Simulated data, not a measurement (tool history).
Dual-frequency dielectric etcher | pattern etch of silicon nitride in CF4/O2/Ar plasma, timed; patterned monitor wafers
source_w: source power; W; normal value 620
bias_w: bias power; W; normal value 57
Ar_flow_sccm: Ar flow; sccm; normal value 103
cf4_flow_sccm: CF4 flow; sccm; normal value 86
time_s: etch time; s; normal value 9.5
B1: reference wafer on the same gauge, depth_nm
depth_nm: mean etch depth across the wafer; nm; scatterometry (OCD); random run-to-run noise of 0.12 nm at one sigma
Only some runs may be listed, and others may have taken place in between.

Run 1, hour 0: usual settings but time_s 8.5 s; B1 21.69. Result: depth_nm 18.37 nm.
At hour 22.8: gauge calibrated.
At hour 43.9: wet clean of the chamber.
Run 2, hour 50.8: usual settings but time_s 8.5 s; B1 21.69. Result: depth_nm 18.59 nm.
Run 3, hour 95: usual settings but time_s 8.5 s; B1 21.7. Result: depth_nm 18.79 nm.
Run 4, hour 142.8: usual settings but bias_w 62 W; B1 21.69. Result: depth_nm 21.52 nm.
Run 5, hour 233.5: usual settings but bias_w 62 W; B1 21.68. Result: depth_nm 21.42 nm.
Run 6, hour 332.3: usual settings but bias_w 62 W; B1 21.71. Result: depth_nm 21.55 nm.
Run 7, hour 435.7: usual settings but bias_w 65 W, Ar_flow_sccm 119 sccm; B1 21.72. Result: depth_nm 21.48 nm.
At hour 451.6: CF4 flow controller replaced.
At hour 508: wet clean of the chamber.
Run 8, hour 536.7: usual settings but bias_w 65 W, Ar_flow_sccm 119 sccm; B1 21.7. Result: depth_nm 21.6 nm.
Run 9, hour 597.1: usual settings but bias_w 65 W, Ar_flow_sccm 119 sccm; B1 21.71. Result: depth_nm 21.56 nm.
At hour 701.5: source power generator calibrated.
At hour 703.7: bias power generator calibrated.
Run 10, hour 704.2: usual settings but source_w 760 W, Ar_flow_sccm 77 sccm, cf4_flow_sccm 65 sccm; B1 21.7. Result: depth_nm 24.76 nm.
Run 11, hour 746.9: usual settings but bias_w 49 W, time_s 8 s; B1 21.68. Result: depth_nm 16.59 nm.
At hour 866.6: upper electrode replaced.
Run 12, hour 867.1: usual settings but source_w 470 W, bias_w 67 W, cf4_flow_sccm 99 sccm, time_s 7 s; B1 21.7. Result: depth_nm 13.3 nm.
At hour 929.8: wet clean of the chamber.
At hour 930.7: Ar flow controller replaced.
Run 13, hour 931.2: usual settings; B1 21.68. Result: depth_nm 20.81 nm.
Run 14, hour 965.2: usual settings but source_w 740 W, cf4_flow_sccm 103 sccm; B1 21.7. Result: depth_nm 24.68 nm.
At hour 1066.8: gauge calibrated.
Run 15, hour 1069.3: usual settings but cf4_flow_sccm 103 sccm; B1 21.7. Result: depth_nm 21.41 nm.
Run 16, hour 1146.9: usual settings; B1 21.71. Result: depth_nm 20.7 nm.
Run 17, hour 1247.6: usual settings but cf4_flow_sccm 104 sccm; B1 21.69. Result: depth_nm 21.33 nm.
At hour 1347: wet clean of the chamber.
Run 18, hour 1347.5: usual settings but Ar_flow_sccm 123 sccm, cf4_flow_sccm 68 sccm; B1 21.7. Result: depth_nm 19.63 nm.
Run 19, hour 1392: usual settings but bias_w 49 W, time_s 8 s; B1 21.71. Result: depth_nm 16.54 nm.

Predict each of these 4 candidate next runs independently; none follows another, all start after run 19:
Run A, hour 1392.4: usual settings; B1 ?. Result: depth_nm ?.
Run B, hour 1392.4: usual settings but source_w 530 W, Ar_flow_sccm 87 sccm, cf4_flow_sccm 68 sccm, time_s 8 s; B1 ?. Result: depth_nm ?.
Run C, hour 1392.4: usual settings but source_w 660 W, Ar_flow_sccm 82 sccm, cf4_flow_sccm 101 sccm, time_s 7.5 s; B1 ?. Result: depth_nm ?.
Run D, hour 1392.4: usual settings but bias_w 64 W, Ar_flow_sccm 92 sccm; B1 ?. Result: depth_nm ?.

run    B1  depth_nm
  A  21.7     20.59
  B  21.7     15.04
  C  21.7     17.95
  D  21.7     21.89
With the hidden condition removed and each run's random variation left untouched, the same runs would have given:
run  depth_nm
  A     20.59
  B     15.04
  C     17.95
  D     21.89
